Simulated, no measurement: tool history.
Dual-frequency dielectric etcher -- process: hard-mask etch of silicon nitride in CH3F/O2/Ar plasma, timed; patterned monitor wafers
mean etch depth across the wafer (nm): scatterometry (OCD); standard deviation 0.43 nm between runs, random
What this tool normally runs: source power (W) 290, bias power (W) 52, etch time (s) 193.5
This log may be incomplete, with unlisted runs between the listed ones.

| run | hour | source power (W) | bias power (W) | etch time (s) | read-back reference wafer on the same gauge, depth_nm | mean etch depth across the wafer (nm) |
|---|---|---|---|---|---|---|
| 1 | 0.0 | 240 | 52 | 193.5 | 102.4 | 93.1 |
| 2 | 23.1 | 290 | 43 | 193.5 | 102.2 | 90.6 |
| 3 | 58.9 | 290 | 43 | 193.5 | 102.0 | 91.0 |
| 4 | 81.2 | 290 | 43 | 193.5 | 102.0 | 90.9 |
|  | 112.1 | source power generator calibrated |
| 5 | 112.6 | 290 | 52 | 193.5 | 101.9 | 98.8 |
| 6 | 139.4 | 290 | 52 | 193.5 | 101.7 | 99.4 |
| 7 | 161.4 | 290 | 43 | 193.5 | 101.8 | 90.2 |
| 8 | 191.6 | 310 | 40 | 173.5 | 101.7 | 80.5 |
|  | 197.1 | bias power generator calibrated |
| 9 | 212.4 | 290 | 52 | 150.0 | 101.6 | 77.0 |
| 10 | 233.6 | 320 | 63 | 193.5 | 101.5 | 111.7 |
| 11 | 254.7 | 290 | 52 | 193.5 | 101.5 | 99.2 |
| 12 | 279.9 | 290 | 52 | 193.5 | 101.5 | 98.6 |
|  | 319.2 | upper electrode replaced |
|  | 323.0 | gauge calibrated |
|  | 333.7 | wet clean of the chamber |
| 13 | 334.2 | 290 | 52 | 163.0 | 103.8 | 84.5 |
| 14 | 334.5 | 340 | 48 | 248.5 | 103.5 | 132.6 |
| 15 | 341.8 | 290 | 52 | 172.5 | 103.7 | 89.6 |
| 16 | 363.0 | 240 | 65 | 174.5 | 103.7 | 94.1 |
| 17 | 394.4 | 230 | 57 | 147.5 | 103.4 | 73.8 |
| 18 | 411.9 | 290 | 52 | 193.5 | 103.4 | 100.5 |
| 19 | 437.6 | 230 | 52 | 193.5 | 103.2 | 93.2 |
| 20 | 467.9 | 290 | 62 | 156.0 | 103.1 | 88.4 |
| 21 | 501.3 | 290 | 41 | 175.0 | 103.0 | 81.7 |
| 22 | 522.5 | 230 | 61 | 193.5 | 103.0 | 100.0 |
| 23 | 575.1 | 290 | 52 | 140.0 | 102.7 | 72.3 |
| 24 | 599.3 | 290 | 48 | 221.5 | 102.7 | 110.6 |
| 25 | 632.6 | 290 | 52 | 193.5 | 102.7 | 99.9 |
| 26 | 666.3 | 260 | 45 | 193.5 | 102.5 | 89.5 |
| 27 | 691.1 | 250 | 40 | 229.0 | 102.3 | 99.3 |
|  | 717.8 | wet clean of the chamber |
| 28 | 720.7 | 290 | 52 | 193.5 | 102.4 | 99.9 |
| 29 | 755.9 | 290 | 52 | 193.5 | 102.1 | 99.5 |
| 30 | 773.0 | 290 | 45 | 193.5 | 102.1 | 93.0 |

Pick out some run-to-run changes in mean etch depth across the wafer (nm). Of each, how much would a tool without hidden state show as well, from the settings, what came in and chance, and how much is left for the hidden state and any gauge scatter not in both results compared?
What the log doesn't record here: etch rate over this chamber's usual, %; source power that arrives over what is set, %; bias power that arrives over what is set, %; gauge reads high (%).
Run 9 -> 10: source power (W) 290 -> 320, bias power (W) 52 -> 63, etch time (s) 150.0 -> 193.5. mean etch depth across the wafer (nm) +34.7: hidden state -0.8, all else +35.5.
Run 12 -> 13: etch time (s) 193.5 -> 163.0, upper electrode replaced, gauge calibrated, wet clean of the chamber. mean etch depth across the wafer (nm) -14.1: hidden state +2.3, all else -16.4.
Run 13 -> 14: source power (W) 290 -> 340, bias power (W) 52 -> 48, etch time (s) 163.0 -> 248.5. mean etch depth across the wafer (nm) +48.1: hidden state -0.2, all else +48.3.
Run 14 -> 15: source power (W) 340 -> 290, bias power (W) 48 -> 52, etch time (s) 248.5 -> 172.5. mean etch depth across the wafer (nm) -43.0: hidden state +0.2, all else -43.2.
Run 23 -> 24: bias power (W) 52 -> 48, etch time (s) 140.0 -> 221.5. mean etch depth across the wafer (nm) +38.3: hidden state -0.6, all else +38.9.
